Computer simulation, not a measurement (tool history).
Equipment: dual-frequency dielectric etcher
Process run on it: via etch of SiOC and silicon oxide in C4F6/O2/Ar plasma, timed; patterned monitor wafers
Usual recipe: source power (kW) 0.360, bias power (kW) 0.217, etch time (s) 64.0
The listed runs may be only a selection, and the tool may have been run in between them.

run    hour  source power (kW)  bias power (kW)  etch time (s)  read-back reference wafer on the same gauge, depth_nm  mean etch depth across the wafer (angstrom)
  1     0.0              0.360            0.217           64.0                                                   71.7                                          753
  2   106.3              0.360            0.217           64.0                                                   71.9                                          753
  3   211.4              0.360            0.217           51.0                                                   71.8                                          595
      236.4  -- wet clean of the chamber
  4   262.6              0.360            0.217           51.0                                                   71.9                                          612
  5   343.9              0.320            0.217           64.0                                                   71.8                                          739
  6   431.8              0.360            0.217           64.0                                                   71.8                                          760
  7   493.3              0.360            0.195           64.0                                                   71.8                                          739
  8   572.0              0.410            0.243           74.0                                                   71.9                                          943
  9   671.0              0.400            0.235           79.0                                                   71.8                                          989
 10   737.7              0.330            0.192           83.0                                                   71.8                                          910
 11   780.2              0.320            0.217           81.5                                                   71.7                                          919
 12   850.4              0.410            0.241           50.0                                                   71.8                                          629
 13   955.3              0.360            0.217           64.0                                                   71.8                                          741
     1002.3  -- wet clean of the chamber
 14  1036.3              0.360            0.217           56.5                                                   71.8                                          678
 15  1098.5              0.360            0.200           64.0                                                   71.9                                          745
     1130.4  -- upper electrode replaced
 16  1165.3              0.360            0.217           64.0                                                   71.8                                          763
 17  1229.1              0.360            0.217           76.0                                                   71.7                                          900
     1279.3  -- bias power generator calibrated
 18  1425.2              0.290            0.217           64.0                                                   71.8                                          715
 19  1473.5              0.360            0.217           46.5                                                   71.9                                          553
 20  1517.5              0.360            0.217           64.0                                                   71.8                                          762
 21  1610.1              0.400            0.217           64.0                                                   71.9                                          782
 22  1699.8              0.360            0.201           64.0                                                   71.9                                          734
     1755.7  -- wet clean of the chamber
 23  1787.8              0.410            0.184           64.0                                                   71.7                                          764
 24  1853.0              0.440            0.254           74.5                                                   71.7                                         1005
 25  1951.6              0.300            0.217           64.0                                                   71.8                                          727
 26  2008.5              0.360            0.217           57.5                                                   71.9                                          685
 27  2087.4              0.430            0.217           64.0                                                   71.8                                          806
 28  2161.2              0.300            0.165           64.0                                                   71.8                                          658
 29  2208.0              0.380            0.270           64.0                                                   71.8                                          826

Below are 5 alternative next runs, each starting from the tool's condition after run 29. Predict each:
  A  2208.4              0.360            0.217           64.0                                                      ?                                            ?
  B  2208.4              0.360            0.242           73.5                                                      ?                                            ?
  C  2208.4              0.330            0.217           64.0                                                      ?                                            ?
  D  2208.4              0.360            0.261           73.0                                                      ?                                            ?
  E  2208.4              0.400            0.245           50.5                                                      ?                                            ?

run  read-back reference wafer on the same gauge, depth_nm  mean etch depth across the wafer (angstrom)
  A                                                   71.8                                          754
  B                                                   71.8                                          898
  C                                                   71.8                                          734
  D                                                   71.8                                          914
  E                                                   71.8                                          640
What these runs would have given with no unlogged condition in the tool:
run  mean etch depth across the wafer (angstrom)
  A                                          776
  B                                          924
  C                                          756
  D                                          941
  E                                          659
